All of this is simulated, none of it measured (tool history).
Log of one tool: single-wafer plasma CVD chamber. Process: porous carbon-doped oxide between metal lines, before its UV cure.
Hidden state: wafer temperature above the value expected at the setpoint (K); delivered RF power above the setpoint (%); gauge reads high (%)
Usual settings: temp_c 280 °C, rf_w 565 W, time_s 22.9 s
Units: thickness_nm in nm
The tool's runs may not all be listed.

run	hour	temp_c	rf_w	time_s	wafers since the last listed run	hours since the last thermocouple change	hours since the last RF generator calibration	hours since the showerhead was replaced	hours since the gauge calibration	read-back reference wafer on the same gauge, thickness_nm	thickness_nm
1	0.0	280	565	22.9	0	892.2	1152.4	7704.0	1455.6	160.946	161.615
2	57.7	280	565	22.9	891	949.9	1210.1	7761.7	1513.3	160.737	161.956
3	92.4	280	565	22.9	536	984.6	1244.8	7796.4	1548.0	160.746	161.228
4	118.6	280	565	22.9	404	1010.8	1271.0	7822.6	1574.2	160.979	161.180
5	151.9	280	565	22.9	514	1044.1	1304.3	7855.9	1607.5	160.689	162.158
6	196.4	280	565	22.9	687	1088.6	1348.8	7900.4	1652.0	160.779	163.657
7	227.8	275	565	22.9	485	1120.0	1380.2	7931.8	1683.4	160.799	170.558
8	258.0	280	525	22.9	466	1150.2	1410.4	7962.0	1713.6	160.739	155.170
9	283.7	280	525	22.9	397	1175.9	1436.1	7987.7	1739.3	160.826	153.593
# hour 316.5: showerhead replaced
10	317.0	280	525	22.9	391	1209.2	1469.4	0.5	1772.6	160.687	152.930
11	337.1	280	465	25.6	310	1229.3	1489.5	20.6	1792.7	160.499	156.687
12	391.1	275	565	22.9	834	1283.3	1543.5	74.6	1846.7	160.653	169.126
13	442.0	280	525	22.9	786	1334.2	1594.4	125.5	1897.6	160.519	154.129
14	492.5	280	565	22.9	780	1384.7	1644.9	176.0	1948.1	160.794	163.223
15	563.3	285	565	22.9	1094	1455.5	1715.7	246.8	2018.9	160.698	156.830
# hour 618.4: thermocouple changed; heater temperature recalibrated
16	618.9	266	455	25.8	735	0.5	1771.3	302.4	2074.5	160.563	174.206
# hour 645.1: gauge calibrated
17	647.2	276	620	22.9	437	28.8	1799.6	330.7	2.1	164.142	182.723
18	705.1	284	660	19.7	894	86.7	1857.5	388.6	60.0	163.755	154.603
19	750.5	280	565	22.9	701	132.1	1902.9	434.0	105.4	163.570	166.966
20	811.5	284	530	24.4	942	193.1	1963.9	495.0	166.4	163.224	161.600
21	880.3	280	565	22.9	1063	261.9	2032.7	563.8	235.2	162.851	164.631

Run 22 comes next. What will it give?
22	915.3	290	515	25.4	540	296.9	2067.7	598.8	270.2	?	?

Run 22 gave read-back reference wafer on the same gauge, thickness_nm 162.745, thickness_nm 159.978 nm.
Without the tool's hidden state the same run would have given thickness_nm 162.278 nm.
